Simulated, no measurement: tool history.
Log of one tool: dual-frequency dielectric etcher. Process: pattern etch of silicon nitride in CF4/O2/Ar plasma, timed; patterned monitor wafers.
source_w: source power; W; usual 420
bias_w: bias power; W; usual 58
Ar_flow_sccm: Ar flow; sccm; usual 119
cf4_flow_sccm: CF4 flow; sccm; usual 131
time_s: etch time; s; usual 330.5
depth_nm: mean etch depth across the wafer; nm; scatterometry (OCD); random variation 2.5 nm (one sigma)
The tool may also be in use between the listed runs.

run,hour,source_w,bias_w,Ar_flow_sccm,cf4_flow_sccm,time_s,"read-back reference wafer on the same gauge, depth_nm",depth_nm
1,0,420,58,119,112,330.5,536.6,606.3
2,61.2,420,58,119,112,330.5,537.1,604.7
# hour 113.5: CF4 flow controller replaced
# hour 123: wet clean of the chamber
3,152.3,380,58,119,107,330.5,536.9,543.2
4,196.7,380,58,119,107,330.5,536.7,542.2
5,280.6,420,58,119,131,330.5,536.5,608.5
6,332.4,350,58,119,131,330.5,537.3,503.8
7,380.7,340,68,119,131,330.5,537,531.7
8,423.5,420,69,146,131,374,537.3,737
# hour 462.8: Ar flow controller replaced
# hour 502.3: source power generator calibrated
# hour 585.2: upper electrode replaced, of another model than before
# hour 600.8: wet clean of the chamber
9,601.3,380,71,119,106,330.5,537.8,532.2
10,669.5,420,64,119,147,256.5,536.6,481.8
# hour 721.7: bias power generator calibrated
11,752.9,350,70,131,131,330.5,537.8,455.1
12,797,420,58,134,131,330.5,536.6,584.8
13,840.8,460,58,93,146,330.5,536.9,706.7
14,877.2,420,45,119,155,330.5,537.7,547
15,919.7,370,58,119,131,330.5,536.2,479
16,958.7,500,58,103,131,330.5,537.3,788.7
17,1010.2,490,58,119,115,294.5,537.2,654.5
18,1089.5,420,58,119,131,330.5,537.3,599.2
19,1167.5,420,58,119,131,330.5,537.4,598.6
# hour 1199.8: wet clean of the chamber
20,1205,420,58,119,131,330.5,536.8,591.2
21,1259.8,420,58,110,131,358.5,537.1,648.9

Forecast each of these 4 alternatives for the next run:
A,1260.3,420,71,119,131,330.5,?,?
B,1260.3,330,50,119,131,367,?,?
C,1260.3,420,62,145,131,411.5,?,?
D,1260.3,420,58,119,101,365,?,?

run,"read-back reference wafer on the same gauge, depth_nm",depth_nm
A,536.6,644.1
B,536.6,404.6
C,536.6,740.6
D,536.6,645
Without the tool's hidden state the same runs would have given:
run,depth_nm
A,629.9
B,395.6
C,724.3
D,630.8
